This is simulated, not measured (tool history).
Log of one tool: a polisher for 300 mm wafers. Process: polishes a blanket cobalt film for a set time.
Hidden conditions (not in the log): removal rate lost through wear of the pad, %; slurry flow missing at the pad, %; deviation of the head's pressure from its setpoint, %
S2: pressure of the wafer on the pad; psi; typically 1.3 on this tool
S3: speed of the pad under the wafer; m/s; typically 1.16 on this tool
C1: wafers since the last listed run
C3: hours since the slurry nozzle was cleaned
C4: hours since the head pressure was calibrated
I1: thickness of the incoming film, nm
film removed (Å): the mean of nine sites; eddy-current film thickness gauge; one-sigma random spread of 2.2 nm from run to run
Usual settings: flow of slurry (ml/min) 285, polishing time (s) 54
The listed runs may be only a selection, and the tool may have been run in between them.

{"run": 1, "hour": 0.0, "flow of slurry (ml/min)": 285, "S2": 1.3, "S3": 1.16, "polishing time (s)": 54, "C1": 0, "wafers polished on this pad": 2631, "C3": 327.5, "C4": 121.7, "I1": 798.7, "film removed (Å)": 1552}
{"hour": 29.1, "done": "worn pad replaced by a new one"}
{"run": 2, "hour": 43.4, "flow of slurry (ml/min)": 285, "S2": 1.3, "S3": 1.16, "polishing time (s)": 54, "C1": 288, "wafers polished on this pad": 104, "C3": 370.9, "C4": 165.1, "I1": 792.8, "film removed (Å)": 1801}
{"run": 3, "hour": 87.2, "flow of slurry (ml/min)": 285, "S2": 1.3, "S3": 1.16, "polishing time (s)": 54, "C1": 321, "wafers polished on this pad": 426, "C3": 414.7, "C4": 208.9, "I1": 798.2, "film removed (Å)": 1806}
{"run": 4, "hour": 127.9, "flow of slurry (ml/min)": 285, "S2": 1.3, "S3": 1.16, "polishing time (s)": 54, "C1": 298, "wafers polished on this pad": 724, "C3": 455.4, "C4": 249.6, "I1": 787.7, "film removed (Å)": 1808}
{"hour": 141.7, "done": "slurry nozzle cleaned"}
{"run": 5, "hour": 192.2, "flow of slurry (ml/min)": 285, "S2": 1.3, "S3": 1.16, "polishing time (s)": 54, "C1": 464, "wafers polished on this pad": 1188, "C3": 50.5, "C4": 313.9, "I1": 786.5, "film removed (Å)": 1746}
{"run": 6, "hour": 246.7, "flow of slurry (ml/min)": 285, "S2": 1.3, "S3": 1.16, "polishing time (s)": 54, "C1": 399, "wafers polished on this pad": 1588, "C3": 105.0, "C4": 368.4, "I1": 779.2, "film removed (Å)": 1746}
{"run": 7, "hour": 272.7, "flow of slurry (ml/min)": 320, "S2": 1.3, "S3": 1.16, "polishing time (s)": 54, "C1": 190, "wafers polished on this pad": 1778, "C3": 131.0, "C4": 394.4, "I1": 789.4, "film removed (Å)": 1737}
{"run": 8, "hour": 310.0, "flow of slurry (ml/min)": 320, "S2": 1.3, "S3": 1.16, "polishing time (s)": 54, "C1": 273, "wafers polished on this pad": 2052, "C3": 168.3, "C4": 431.7, "I1": 784.6, "film removed (Å)": 1706}
{"run": 9, "hour": 336.1, "flow of slurry (ml/min)": 320, "S2": 1.3, "S3": 1.16, "polishing time (s)": 54, "C1": 191, "wafers polished on this pad": 2243, "C3": 194.4, "C4": 457.8, "I1": 803.4, "film removed (Å)": 1689}
{"run": 10, "hour": 363.6, "flow of slurry (ml/min)": 285, "S2": 1.3, "S3": 1.02, "polishing time (s)": 54, "C1": 201, "wafers polished on this pad": 2445, "C3": 221.9, "C4": 485.3, "I1": 792.5, "film removed (Å)": 1518}
{"hour": 379.3, "done": "worn pad replaced by a new one"}
{"run": 11, "hour": 392.5, "flow of slurry (ml/min)": 285, "S2": 1.3, "S3": 1.16, "polishing time (s)": 54, "C1": 182, "wafers polished on this pad": 96, "C3": 250.8, "C4": 514.2, "I1": 794.4, "film removed (Å)": 1840}
{"run": 12, "hour": 454.5, "flow of slurry (ml/min)": 285, "S2": 1.3, "S3": 1.16, "polishing time (s)": 54, "C1": 454, "wafers polished on this pad": 551, "C3": 312.8, "C4": 576.2, "I1": 790.6, "film removed (Å)": 1852}
{"run": 13, "hour": 494.3, "flow of slurry (ml/min)": 285, "S2": 1.3, "S3": 1.16, "polishing time (s)": 54, "C1": 291, "wafers polished on this pad": 843, "C3": 352.6, "C4": 616.0, "I1": 793.5, "film removed (Å)": 1816}
{"run": 14, "hour": 558.0, "flow of slurry (ml/min)": 285, "S2": 1.3, "S3": 1.16, "polishing time (s)": 54, "C1": 466, "wafers polished on this pad": 1310, "C3": 416.3, "C4": 679.7, "I1": 794.3, "film removed (Å)": 1779}
{"hour": 621.8, "done": "head pressure recalibrated"}
{"run": 15, "hour": 622.3, "flow of slurry (ml/min)": 285, "S2": 1.2, "S3": 1.16, "polishing time (s)": 54, "C1": 456, "wafers polished on this pad": 1766, "C3": 480.6, "C4": 0.5, "I1": 788.7, "film removed (Å)": 1615}
{"run": 16, "hour": 671.4, "flow of slurry (ml/min)": 285, "S2": 1.2, "S3": 1.16, "polishing time (s)": 54, "C1": 359, "wafers polished on this pad": 2126, "C3": 529.7, "C4": 49.6, "I1": 775.9, "film removed (Å)": 1578}
{"run": 17, "hour": 731.5, "flow of slurry (ml/min)": 285, "S2": 1.3, "S3": 1.16, "polishing time (s)": 54, "C1": 440, "wafers polished on this pad": 2567, "C3": 589.8, "C4": 109.7, "I1": 796.9, "film removed (Å)": 1630}
{"hour": 750.4, "done": "slurry nozzle cleaned"}
{"run": 18, "hour": 772.1, "flow of slurry (ml/min)": 285, "S2": 1.3, "S3": 1.16, "polishing time (s)": 48, "C1": 290, "wafers polished on this pad": 2857, "C3": 21.7, "C4": 150.3, "I1": 800.9, "film removed (Å)": 1402}
{"hour": 792.7, "done": "worn pad replaced by a new one"}
{"run": 19, "hour": 842.9, "flow of slurry (ml/min)": 285, "S2": 1.3, "S3": 0.82, "polishing time (s)": 68, "C1": 489, "wafers polished on this pad": 368, "C3": 92.5, "C4": 221.1, "I1": 788.6, "film removed (Å)": 1881}
{"run": 20, "hour": 872.1, "flow of slurry (ml/min)": 360, "S2": 1.3, "S3": 0.9, "polishing time (s)": 54, "C1": 214, "wafers polished on this pad": 582, "C3": 121.7, "C4": 250.3, "I1": 790.7, "film removed (Å)": 1591}
{"run": 21, "hour": 911.8, "flow of slurry (ml/min)": 215, "S2": 1.8, "S3": 1.56, "polishing time (s)": 46, "C1": 291, "wafers polished on this pad": 873, "C3": 161.4, "C4": 290.0, "I1": 792.9, "film removed (Å)": 2434}
{"run": 22, "hour": 948.6, "flow of slurry (ml/min)": 285, "S2": 1.3, "S3": 1.16, "polishing time (s)": 66, "C1": 269, "wafers polished on this pad": 1143, "C3": 198.2, "C4": 326.8, "I1": 795.4, "film removed (Å)": 2116}
{"run": 23, "hour": 979.6, "flow of slurry (ml/min)": 330, "S2": 1.3, "S3": 1.16, "polishing time (s)": 46, "C1": 227, "wafers polished on this pad": 1370, "C3": 229.2, "C4": 357.8, "I1": 796.3, "film removed (Å)": 1516}
{"run": 24, "hour": 1024.4, "flow of slurry (ml/min)": 350, "S2": 1.4, "S3": 1.36, "polishing time (s)": 39, "C1": 328, "wafers polished on this pad": 1698, "C3": 274.0, "C4": 402.6, "I1": 798.0, "film removed (Å)": 1513}
{"run": 25, "hour": 1067.8, "flow of slurry (ml/min)": 285, "S2": 1.3, "S3": 1.0, "polishing time (s)": 54, "C1": 318, "wafers polished on this pad": 2017, "C3": 317.4, "C4": 446.0, "I1": 799.1, "film removed (Å)": 1587}
{"hour": 1111.5, "done": "worn pad replaced by a new one"}
{"run": 26, "hour": 1129.1, "flow of slurry (ml/min)": 200, "S2": 1.6, "S3": 1.16, "polishing time (s)": 54, "C1": 420, "wafers polished on this pad": 128, "C3": 378.7, "C4": 507.3, "I1": 787.9, "film removed (Å)": 2071}
{"run": 27, "hour": 1162.8, "flow of slurry (ml/min)": 195, "S2": 1.0, "S3": 1.16, "polishing time (s)": 54, "C1": 247, "wafers polished on this pad": 375, "C3": 412.4, "C4": 541.0, "I1": 791.2, "film removed (Å)": 1381}
{"run": 28, "hour": 1212.2, "flow of slurry (ml/min)": 285, "S2": 1.3, "S3": 1.16, "polishing time (s)": 54, "C1": 362, "wafers polished on this pad": 737, "C3": 461.8, "C4": 590.4, "I1": 789.1, "film removed (Å)": 1791}
{"run": 29, "hour": 1258.8, "flow of slurry (ml/min)": 285, "S2": 1.7, "S3": 1.16, "polishing time (s)": 54, "C1": 341, "wafers polished on this pad": 1079, "C3": 508.4, "C4": 637.0, "I1": 797.0, "film removed (Å)": 2213}
{"hour": 1274.1, "done": "head pressure recalibrated"}
{"hour": 1306.5, "done": "slurry nozzle cleaned"}
{"run": 30, "hour": 1313.8, "flow of slurry (ml/min)": 285, "S2": 1.3, "S3": 1.16, "polishing time (s)": 54, "C1": 381, "wafers polished on this pad": 1460, "C3": 7.3, "C4": 39.7, "I1": 786.3, "film removed (Å)": 1717}
{"run": 31, "hour": 1371.1, "flow of slurry (ml/min)": 285, "S2": 1.3, "S3": 1.16, "polishing time (s)": 54, "C1": 420, "wafers polished on this pad": 1880, "C3": 64.6, "C4": 97.0, "I1": 785.2, "film removed (Å)": 1716}
{"run": 32, "hour": 1397.9, "flow of slurry (ml/min)": 285, "S2": 1.3, "S3": 1.16, "polishing time (s)": 54, "C1": 196, "wafers polished on this pad": 2077, "C3": 91.4, "C4": 123.8, "I1": 783.8, "film removed (Å)": 1659}

For run 33, what comes out?
{"hour": 1421.9, "done": "worn pad replaced by a new one"}
{"run": 33, "hour": 1462.0, "flow of slurry (ml/min)": 285, "S2": 1.3, "S3": 1.16, "polishing time (s)": 54, "C1": 440, "wafers polished on this pad": 293, "C3": 155.5, "C4": 187.9, "I1": 783.1, "film removed (Å)": "?"}

film removed (Å): 1807
With the hidden condition absent and the run-to-run variation left alone, this run would have shown film removed (Å) 1819.

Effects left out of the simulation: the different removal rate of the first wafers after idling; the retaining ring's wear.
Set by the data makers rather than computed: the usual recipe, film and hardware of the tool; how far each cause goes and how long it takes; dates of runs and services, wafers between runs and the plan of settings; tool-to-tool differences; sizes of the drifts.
